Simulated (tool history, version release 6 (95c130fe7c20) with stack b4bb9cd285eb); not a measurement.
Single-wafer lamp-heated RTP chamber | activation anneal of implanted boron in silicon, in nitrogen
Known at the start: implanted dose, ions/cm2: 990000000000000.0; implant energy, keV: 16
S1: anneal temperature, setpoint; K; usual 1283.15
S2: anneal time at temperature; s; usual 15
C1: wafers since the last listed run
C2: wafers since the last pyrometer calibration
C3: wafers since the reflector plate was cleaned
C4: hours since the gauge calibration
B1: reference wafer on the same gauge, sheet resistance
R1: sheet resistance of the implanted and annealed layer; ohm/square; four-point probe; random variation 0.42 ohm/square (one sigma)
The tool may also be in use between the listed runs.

run   hour       S1  S2    C1    C2    C3     C4      B1      R1
  1    0.0  1267.15  15     0  2638   410  594.2  148.81  126.41
      18.6  -- pyrometer window cleaned and pyrometer calibrated
  2   24.0  1283.15  15   235    80   646  618.2  148.84  124.09
  3   52.6  1283.15  15   421   501  1067  646.8  148.93  123.68
  4   87.4  1283.15  15   512  1014  1580  681.6  148.94  123.14
  5  111.8  1283.15  15   359  1373  1940  706.0  149.11  122.21
  6  139.5  1265.15  15   408  1782  2348  733.7  149.03  127.15
  7  171.0  1265.15  15   464  2246  2812  765.2  148.94  126.83
     212.8  -- pyrometer window cleaned and pyrometer calibrated
  8  213.3  1283.15  15   505     7  3317  807.5  149.00  123.54
     218.2  -- gauge calibrated
  9  220.7  1283.15  15   109   116  3426    2.5  149.06  123.86
 10  291.2  1268.15  15  1038  1155  4465   73.0  149.01  126.18
 11  313.6  1268.15  15   330  1485  4795   95.4  149.09  126.27
 12  347.4  1268.15  15   498  1983  5293  129.2  149.16  126.11
 13  371.3  1283.15  20   352  2335  5645  153.1  148.98  122.36
 14  398.9  1283.15  20   406  2741  6052  180.7  149.01  121.54
     430.4  -- pyrometer window cleaned and pyrometer calibrated
 15  432.2  1283.15  15   372    26  6424  214.0  149.08  123.69
 16  449.8  1272.15  17   259   285  6684  231.6  149.00  125.78
 17  467.7  1283.15  11   263   549  6948  249.5  149.02  123.99
 18  501.9  1270.15  20   503  1053  7451  283.7  148.94  125.74
 19  528.9  1260.15  12   397  1451  7849  310.7  149.04  131.05
 20  556.2  1283.15  15   402  1853  8251  338.0  148.86  122.19
 21  582.5  1283.15  19   387  2240  8639  364.3  149.08  121.64
     618.4  -- pyrometer window cleaned and pyrometer calibrated
 22  618.9  1265.15  18   418     7  9057  400.7  148.94  129.21
 23  644.1  1273.15  24   371   379  9429  425.9  148.98  124.50
     661.0  -- reflector plate cleaned
 24  661.5  1274.15  18   138   517     7  443.3  148.96  125.16
 25  682.8  1283.15  18   313   831   321  464.6  148.88  123.04
 26  706.1  1293.15   9   343  1174   664  487.9  149.06  122.19
 27  736.9  1298.15   6   453  1628  1118  518.7  149.04  122.11
 28  749.7  1283.15  15   188  1817  1307  531.5  149.16  123.68

The next listed run, before its measurement:
 29  782.1  1273.15  22  477  2294  1784  563.9   ?   ?

B1: 148.90
R1: 123.16 ohm/square
Without the tool's hidden state the same run would have given R1 125.55 ohm/square.
